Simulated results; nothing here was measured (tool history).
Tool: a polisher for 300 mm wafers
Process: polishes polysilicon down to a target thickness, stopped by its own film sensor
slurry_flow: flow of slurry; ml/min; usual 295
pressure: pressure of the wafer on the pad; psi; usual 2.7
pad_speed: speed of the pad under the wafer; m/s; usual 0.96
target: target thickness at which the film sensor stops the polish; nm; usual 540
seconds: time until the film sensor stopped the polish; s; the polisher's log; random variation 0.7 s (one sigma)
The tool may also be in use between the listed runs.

run,hour,slurry_flow,pressure,pad_speed,target,wafers since the last listed run,wafers polished on this pad,hours since the slurry nozzle was cleaned,hours since the head pressure was calibrated,"incoming thickness of the incoming film, nm",seconds
1,0,295,2.7,0.96,540,0,30,211.2,107.4,1154.6,71.8
2,120.8,295,2.7,0.96,540,1165,1196,332,228.2,1129.2,70.4
3,203.3,295,2.7,0.96,540,796,1992,414.5,310.7,1151.6,73.2
# hour 254: head pressure recalibrated
4,284.5,295,2.7,0.96,540,764,2757,495.7,30.5,1145.8,73.1
# hour 339.4: worn pad replaced by a new one
5,357.4,295,2.7,0.96,540,664,174,568.6,103.4,1148.5,74.1
6,430.5,295,2.7,0.96,540,705,879,641.7,176.5,1152,71.6
# hour 447.4: slurry nozzle cleaned
7,525,320,2.7,1.22,540,902,1781,77.6,271,1138.8,61
8,620.2,360,2.7,0.96,540,918,2700,172.8,366.2,1133.3,73.1
# hour 622.7: head pressure recalibrated
# hour 677.4: worn pad replaced by a new one
9,699,295,2,0.96,540,702,208,251.6,76.3,1144.9,98.6
# hour 726.8: slurry nozzle cleaned, repeated, since the last time left the tool worse
10,774.7,295,2,0.96,540,720,929,47.9,152,1149.3,89.1
11,848.4,295,2.7,0.96,540,711,1640,121.6,225.7,1127.9,70.3
12,901.4,245,2.7,0.84,540,511,2152,174.6,278.7,1122,79.4
# hour 976.4: head pressure recalibrated
13,987,210,2.7,0.96,540,806,2959,260.2,10.6,1146.1,75.9
# hour 1010.3: worn pad replaced by a new one
14,1075.8,340,2.7,0.96,540,818,631,349,99.4,1144.8,70.8
15,1161,295,2.7,0.96,540,822,1454,434.2,184.6,1141.3,71.5
16,1249.7,295,3.6,0.96,540,856,2310,522.9,273.3,1137.7,56.8
# hour 1384.9: worn pad replaced by a new one
# hour 1387.8: slurry nozzle cleaned
# hour 1416.9: head pressure recalibrated
17,1506.4,295,2.7,0.96,540,2409,1143,118.6,89.5,1135.1,69.2
18,1586.8,355,2.1,1.26,429,775,1919,199,169.9,1117,75.5
19,1665,295,2.7,1.08,634,754,2674,277.2,248.1,1152.2,55.9
20,1730.8,365,3.4,1.1,615,635,3309,343,313.9,1124.1,43.6
# hour 1828.3: worn pad replaced by a new one
21,1828.8,295,3.4,0.96,638,907,5,441,411.9,1140.1,49.5
# hour 1858.2: head pressure recalibrated
22,1878.5,265,3,0.96,540,460,465,490.7,20.3,1149.9,68.6
23,1937.1,340,2.7,0.96,540,565,1030,549.3,78.9,1156,72.8

Hidden state or all else? Some run-to-run changes of seconds, split into what the settings, what came in and random variation would give without the hidden state, and what is left for the hidden state (with any gauge scatter that isn't in both results):
The hidden state here: removal rate lost through wear of the pad, %; slurry flow missing at the pad, %; deviation of the head's pressure from its setpoint, %.
Run 8 -> 9: slurry_flow 360 -> 295, pressure 2.7 -> 2, head pressure recalibrated, worn pad replaced by a new one. seconds +25.5 s: hidden state +4.8, all else +20.7.
Run 9 -> 10: slurry nozzle cleaned, repeated, since the last time left the tool worse. seconds -9.5 s: hidden state -10.4, all else +0.9.
Run 18 -> 19: slurry_flow 355 -> 295, pressure 2.1 -> 2.7, pad_speed 1.26 -> 1.08, target 429 -> 634. seconds -19.6 s: hidden state +0.1, all else -19.7.
